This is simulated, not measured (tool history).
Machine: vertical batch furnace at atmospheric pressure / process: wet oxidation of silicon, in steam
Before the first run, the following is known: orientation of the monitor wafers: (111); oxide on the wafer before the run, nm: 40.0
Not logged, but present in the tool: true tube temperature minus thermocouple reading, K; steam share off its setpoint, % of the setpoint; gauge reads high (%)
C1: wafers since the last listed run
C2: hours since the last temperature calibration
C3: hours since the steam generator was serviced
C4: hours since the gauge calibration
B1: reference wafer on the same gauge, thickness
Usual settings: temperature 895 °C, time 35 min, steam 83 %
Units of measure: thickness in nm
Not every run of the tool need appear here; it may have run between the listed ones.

Run 1, hour 0: usual settings but temperature 878 °C; C1 0; C2 1787.7; C3 2137.9; C4 661.8; B1 128.93. Result: thickness 113.08 nm.
Run 2, hour 49.1: usual settings but temperature 878 °C; C1 850; C2 1836.8; C3 2187; C4 710.9; B1 128.89. Result: thickness 113.65 nm.
Run 3, hour 87.8: usual settings but temperature 878 °C; C1 670; C2 1875.5; C3 2225.7; C4 749.6; B1 128.98. Result: thickness 113.2 nm.
Run 4, hour 121: usual settings; C1 575; C2 1908.7; C3 2258.9; C4 782.8; B1 129.13. Result: thickness 132.78 nm.
Run 5, hour 190.8: usual settings; C1 1209; C2 1978.5; C3 2328.7; C4 852.6; B1 128.97. Result: thickness 132.92 nm.
Run 6, hour 313: usual settings; C1 2117; C2 2100.7; C3 2450.9; C4 974.8; B1 129.07. Result: thickness 134.17 nm.
Run 7, hour 364.4: usual settings; C1 890; C2 2152.1; C3 2502.3; C4 1026.2; B1 128.91. Result: thickness 134.04 nm.
Run 8, hour 416.6: usual settings; C1 904; C2 2204.3; C3 2554.5; C4 1078.4; B1 128.95. Result: thickness 133.97 nm.
Run 9, hour 463.3: usual settings but steam 89 %; C1 809; C2 2251; C3 2601.2; C4 1125.1; B1 128.83. Result: thickness 139.31 nm.
Run 10, hour 525.1: usual settings but steam 92 %; C1 1070; C2 2312.8; C3 2663; C4 1186.9; B1 129.05. Result: thickness 141.65 nm.
Run 11, hour 586.8: usual settings but steam 92 %; C1 1068; C2 2374.5; C3 2724.7; C4 1248.6; B1 128.93. Result: thickness 141.9 nm.
Run 12, hour 654: usual settings but temperature 902 °C; C1 1164; C2 2441.7; C3 2791.9; C4 1315.8; B1 129.2. Result: thickness 141.79 nm.
Run 13, hour 717.1: usual settings but temperature 902 °C; C1 1093; C2 2504.8; C3 2855; C4 1378.9; B1 128.99. Result: thickness 143.36 nm.
At hour 775.4: thermocouples replaced and temperature profile calibrated.
Run 14, hour 775.9: usual settings but steam 79 %; C1 602; C2 0.5; C3 2913.8; C4 1437.7; B1 128.99. Result: thickness 128.52 nm.
Run 15, hour 822.8: usual settings but steam 79 %; C1 812; C2 47.4; C3 2960.7; C4 1484.6; B1 128.95. Result: thickness 127.81 nm.
Run 16, hour 874.8: usual settings but steam 79 %; C1 900; C2 99.4; C3 3012.7; C4 1536.6; B1 129.13. Result: thickness 129.42 nm.
Run 17, hour 929.4: usual settings but time 22.5 min; C1 945; C2 154; C3 3067.3; C4 1591.2; B1 128.99. Result: thickness 101.25 nm.
Run 18, hour 998: usual settings but time 22.5 min; C1 1188; C2 222.6; C3 3135.9; C4 1659.8; B1 128.96. Result: thickness 101.13 nm.
Run 19, hour 1052.5: usual settings but time 22.5 min; C1 944; C2 277.1; C3 3190.4; C4 1714.3; B1 128.88. Result: thickness 101.24 nm.
Run 20, hour 1122.7: usual settings but temperature 913 °C, time 28.5 min; C1 1216; C2 347.3; C3 3260.6; C4 1784.5; B1 129.16. Result: thickness 136.29 nm.
Run 21, hour 1191.6: usual settings but temperature 879 °C, time 49 min, steam 75 %; C1 1193; C2 416.2; C3 3329.5; C4 1853.4; B1 129.01. Result: thickness 130.28 nm.
Run 22, hour 1227.1: usual settings but steam 88 %; C1 615; C2 451.7; C3 3365; C4 1888.9; B1 129.04. Result: thickness 136.82 nm.
Run 23, hour 1390.4: usual settings; C1 2829; C2 615; C3 3528.3; C4 2052.2; B1 128.92. Result: thickness 129.93 nm.
Run 24, hour 1447.1: usual settings but temperature 902 °C; C1 982; C2 671.7; C3 3585; C4 2108.9; B1 128.96. Result: thickness 139.09 nm.
Run 25, hour 1472.1: usual settings; C1 433; C2 696.7; C3 3610; C4 2133.9; B1 129.1. Result: thickness 130.53 nm.
Run 26, hour 1498.1: usual settings but temperature 873 °C, time 24.5 min; C1 450; C2 722.7; C3 3636; C4 2159.9; B1 129.04. Result: thickness 86.07 nm.
At hour 1535.6: gauge calibrated.
Run 27, hour 1563.3: usual settings; C1 1129; C2 787.9; C3 3701.2; C4 27.7; B1 129.04. Result: thickness 129.52 nm.
Run 28, hour 1630.9: usual settings but steam 71 %; C1 1171; C2 855.5; C3 3768.8; C4 95.3; B1 129.02. Result: thickness 118.93 nm.
At hour 1708.5: steam generator serviced.
Run 29, hour 1834.1: usual settings but time 27 min; C1 3104; C2 1058.7; C3 125.6; C4 298.5; B1 129.05. Result: thickness 116.2 nm.
Run 30, hour 1873.3: usual settings but temperature 915 °C, time 50 min, steam 79 %; C1 679; C2 1097.9; C3 164.8; C4 337.7; B1 129.03. Result: thickness 201.33 nm.
Run 31, hour 1912.4: usual settings but time 46 min; C1 677; C2 1137; C3 203.9; C4 376.8; B1 128.98. Result: thickness 165.04 nm.
Run 32, hour 2021.7: usual settings; C1 1893; C2 1246.3; C3 313.2; C4 486.1; B1 128.93. Result: thickness 138.23 nm.
Run 33, hour 2067.1: usual settings but temperature 905 °C, time 49 min; C1 786; C2 1291.7; C3 358.6; C4 531.5; B1 129.06. Result: thickness 190.26 nm.
Run 34, hour 2109.4: usual settings but temperature 917 °C, time 40.5 min, steam 76 %; C1 732; C2 1334; C3 400.9; C4 573.8; B1 129.09. Result: thickness 174.92 nm.
Run 35, hour 2153.6: usual settings but time 28.5 min, steam 73 %; C1 765; C2 1378.2; C3 445.1; C4 618; B1 129.04. Result: thickness 111.02 nm.
Run 36, hour 2185.2: usual settings but temperature 885 °C; C1 547; C2 1409.8; C3 476.7; C4 649.6; B1 129.08. Result: thickness 123.72 nm.
Run 37, hour 2210.5: usual settings but temperature 889 °C, time 22 min, steam 76 %; C1 438; C2 1435.1; C3 502; C4 674.9; B1 129. Result: thickness 92.09 nm.
Run 38, hour 2247.5: usual settings but time 18 min; C1 641; C2 1472.1; C3 539; C4 711.9; B1 129.13. Result: thickness 92.16 nm.
Run 39, hour 2283.5: usual settings but temperature 906 °C, steam 72 %; C1 623; C2 1508.1; C3 575; C4 747.9; B1 129.17. Result: thickness 137.54 nm.

Forecast each of these 3 alternatives for the next run:
Run A, hour 2287.7: usual settings; C1 72; C2 1512.3; C3 579.2; C4 752.1; B1 ?. Result: thickness ?.
Run B, hour 2287.7: usual settings but temperature 912 °C, time 49.5 min; C1 72; C2 1512.3; C3 579.2; C4 752.1; B1 ?. Result: thickness ?.
Run C, hour 2287.7: usual settings but temperature 886 °C, time 20 min, steam 95 %; C1 72; C2 1512.3; C3 579.2; C4 752.1; B1 ?. Result: thickness ?.

run      B1  thickness
  A  128.89     137.74
  B  128.89     203.48
  C  128.89      97.28
Without the tool's unlogged condition, the same runs would have read:
run  thickness
  A     137.91
  B     203.75
  C      97.39
